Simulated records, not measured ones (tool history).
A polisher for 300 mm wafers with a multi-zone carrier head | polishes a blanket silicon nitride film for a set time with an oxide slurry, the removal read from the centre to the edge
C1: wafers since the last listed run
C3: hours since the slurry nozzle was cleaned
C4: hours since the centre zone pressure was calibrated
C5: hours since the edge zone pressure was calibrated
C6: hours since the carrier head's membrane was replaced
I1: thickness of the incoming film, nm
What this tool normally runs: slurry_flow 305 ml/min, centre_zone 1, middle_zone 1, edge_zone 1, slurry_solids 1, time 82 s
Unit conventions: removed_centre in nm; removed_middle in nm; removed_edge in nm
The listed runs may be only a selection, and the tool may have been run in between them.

Run 1, hour 0: usual settings but edge_zone 1.07; C1 0; wafers polished on this pad 3195; C3 20.7; C4 838.2; C5 280.8; C6 861.4; I1 596.9. Result: removed_centre 31.9 nm, removed_middle 31.4 nm, removed_edge 32.6 nm.
At hour 53.3: centre zone pressure recalibrated.
Run 2, hour 74: usual settings but edge_zone 1.07; C1 859; wafers polished on this pad 4055; C3 94.7; C4 20.7; C5 354.8; C6 935.4; I1 595.4. Result: removed_centre 31.4 nm, removed_middle 30.9 nm, removed_edge 32.9 nm.
Run 3, hour 134: usual settings but edge_zone 1.07; C1 716; wafers polished on this pad 4771; C3 154.7; C4 80.7; C5 414.8; C6 995.4; I1 577.1. Result: removed_centre 30.1 nm, removed_middle 30.5 nm, removed_edge 32.1 nm.
At hour 170.2: carrier head's membrane replaced by a new one.
Run 4, hour 220.9: usual settings; C1 977; wafers polished on this pad 5749; C3 241.6; C4 167.6; C5 501.7; C6 50.7; I1 577.2. Result: removed_centre 30.3 nm, removed_middle 31.2 nm, removed_edge 31.3 nm.
Run 5, hour 287.2: usual settings but time 57 s; C1 791; wafers polished on this pad 6541; C3 307.9; C4 233.9; C5 568; C6 117; I1 587.1. Result: removed_centre 20.9 nm, removed_middle 21.3 nm, removed_edge 20.9 nm.
At hour 294.2: worn pad replaced by a new one.
Run 6, hour 382.5: usual settings but time 109 s; C1 1090; wafers polished on this pad 1054; C3 403.2; C4 329.2; C5 663.3; C6 212.3; I1 594.7. Result: removed_centre 43 nm, removed_middle 42.8 nm, removed_edge 43.4 nm.
Run 7, hour 439.5: usual settings but slurry_flow 405 ml/min, centre_zone 1.05, time 95 s; C1 680; wafers polished on this pad 1734; C3 460.2; C4 386.2; C5 720.3; C6 269.3; I1 591.9. Result: removed_centre 39.5 nm, removed_middle 38.4 nm, removed_edge 38.5 nm.
At hour 482.1: edge zone pressure recalibrated.
Run 8, hour 538.8: usual settings but edge_zone 0.94, slurry_solids 1.2; C1 1161; wafers polished on this pad 2896; C3 559.5; C4 485.5; C5 56.7; C6 368.6; I1 578.9. Result: removed_centre 36 nm, removed_middle 36.3 nm, removed_edge 35.6 nm.
At hour 602: slurry nozzle cleaned.
Run 9, hour 620.2: usual settings but edge_zone 0.96; C1 960; wafers polished on this pad 3856; C3 18.2; C4 566.9; C5 138.1; C6 450; I1 590.8. Result: removed_centre 31.4 nm, removed_middle 31.4 nm, removed_edge 32.2 nm.
Run 10, hour 706.2: usual settings; C1 1026; wafers polished on this pad 4883; C3 104.2; C4 652.9; C5 224.1; C6 536; I1 591.5. Result: removed_centre 31 nm, removed_middle 32.1 nm, removed_edge 31.8 nm.
Run 11, hour 792.7: usual settings but centre_zone 1.07; C1 1032; wafers polished on this pad 5916; C3 190.7; C4 739.4; C5 310.6; C6 622.5; I1 585.6. Result: removed_centre 31.9 nm, removed_middle 30.7 nm, removed_edge 31.7 nm.
Run 12, hour 887: usual settings but centre_zone 0.89, middle_zone 0.93; C1 1125; wafers polished on this pad 7042; C3 285; C4 833.7; C5 404.9; C6 716.8; I1 584.7. Result: removed_centre 27.7 nm, removed_middle 27.4 nm, removed_edge 30.6 nm.
At hour 916.7: worn pad replaced by a new one.
Run 13, hour 929: usual settings but edge_zone 0.95; C1 453; wafers polished on this pad 147; C3 327; C4 875.7; C5 446.9; C6 758.8; I1 594.7. Result: removed_centre 31.9 nm, removed_middle 31.9 nm, removed_edge 32.2 nm.
At hour 936.5: centre zone pressure recalibrated.
Run 14, hour 986.8: usual settings but slurry_flow 395 ml/min, middle_zone 1.12, edge_zone 1.04, slurry_solids 0.9; C1 666; wafers polished on this pad 813; C3 384.8; C4 50.3; C5 504.7; C6 816.6; I1 588.3. Result: removed_centre 31 nm, removed_middle 33.2 nm, removed_edge 31.7 nm.
At hour 1061.2: edge zone pressure recalibrated.
Run 15, hour 1070: usual settings but centre_zone 0.95, slurry_solids 1.2; C1 969; wafers polished on this pad 1783; C3 468; C4 133.5; C5 8.8; C6 899.8; I1 586. Result: removed_centre 34.1 nm, removed_middle 35.4 nm, removed_edge 36.3 nm.
Run 16, hour 1132.8: usual settings; C1 749; wafers polished on this pad 2532; C3 530.8; C4 196.3; C5 71.6; C6 962.6; I1 595. Result: removed_centre 31.8 nm, removed_middle 32.6 nm, removed_edge 33 nm.
At hour 1146.8: carrier head's membrane replaced by a new one.
Run 17, hour 1179.1: usual settings but slurry_flow 395 ml/min, middle_zone 1.07, edge_zone 1.05, slurry_solids 1.25; C1 493; wafers polished on this pad 3026; C3 577.1; C4 242.6; C5 117.9; C6 32.3; I1 584.4. Result: removed_centre 36.3 nm, removed_middle 39.7 nm, removed_edge 38.3 nm.
Run 18, hour 1242.7: usual settings but slurry_flow 215 ml/min, centre_zone 1.1, time 70 s; C1 759; wafers polished on this pad 3785; C3 640.7; C4 306.2; C5 181.5; C6 95.9; I1 586.9. Result: removed_centre 28.1 nm, removed_middle 25.7 nm, removed_edge 27.3 nm.
At hour 1310.8: slurry nozzle cleaned.
Run 19, hour 1334.2: usual settings but middle_zone 1.12, slurry_solids 0.9, time 61 s; C1 1080; wafers polished on this pad 4866; C3 23.4; C4 397.7; C5 273; C6 187.4; I1 586.4. Result: removed_centre 21.4 nm, removed_middle 24 nm, removed_edge 21.8 nm.
Run 20, hour 1383.4: usual settings but slurry_flow 270 ml/min, centre_zone 1.09, middle_zone 0.91; C1 587; wafers polished on this pad 5453; C3 72.6; C4 446.9; C5 322.2; C6 236.6; I1 592.1. Result: removed_centre 32.5 nm, removed_middle 27.6 nm, removed_edge 31.3 nm.
Run 21, hour 1422.1: usual settings; C1 462; wafers polished on this pad 5915; C3 111.3; C4 485.6; C5 360.9; C6 275.3; I1 588.9. Result: removed_centre 31.2 nm, removed_middle 29.9 nm, removed_edge 31 nm.
Run 22, hour 1521.2: usual settings but edge_zone 1.07; C1 1183; wafers polished on this pad 7098; C3 210.4; C4 584.7; C5 460; C6 374.4; I1 594.6. Result: removed_centre 29.8 nm, removed_middle 29.7 nm, removed_edge 31.6 nm.

Run-by-run hidden state of the tool:
slurry flow missing at the pad, %: 0, the same for each run
deviation of the centre zone's pressure from its setpoint, %: 0, the same for each run
deviation of the edge zone's pressure from its setpoint, %: 0, the same for each run
H1: removal rate lost through wear of the pad, %
run     H1
  1   2.36
  2   3.24
  3    4.1
  4    5.6
  5   6.94
  6  0.519
  7  0.776
  8   1.52
  9   2.42
 10   3.65
 11   5.17
 12   7.16
 13  0.777
 14  0.869
 15   1.23
 16   1.68
 17   2.11
 18   2.83
 19   4.14
 20   4.99
 21   5.71
 22   7.84
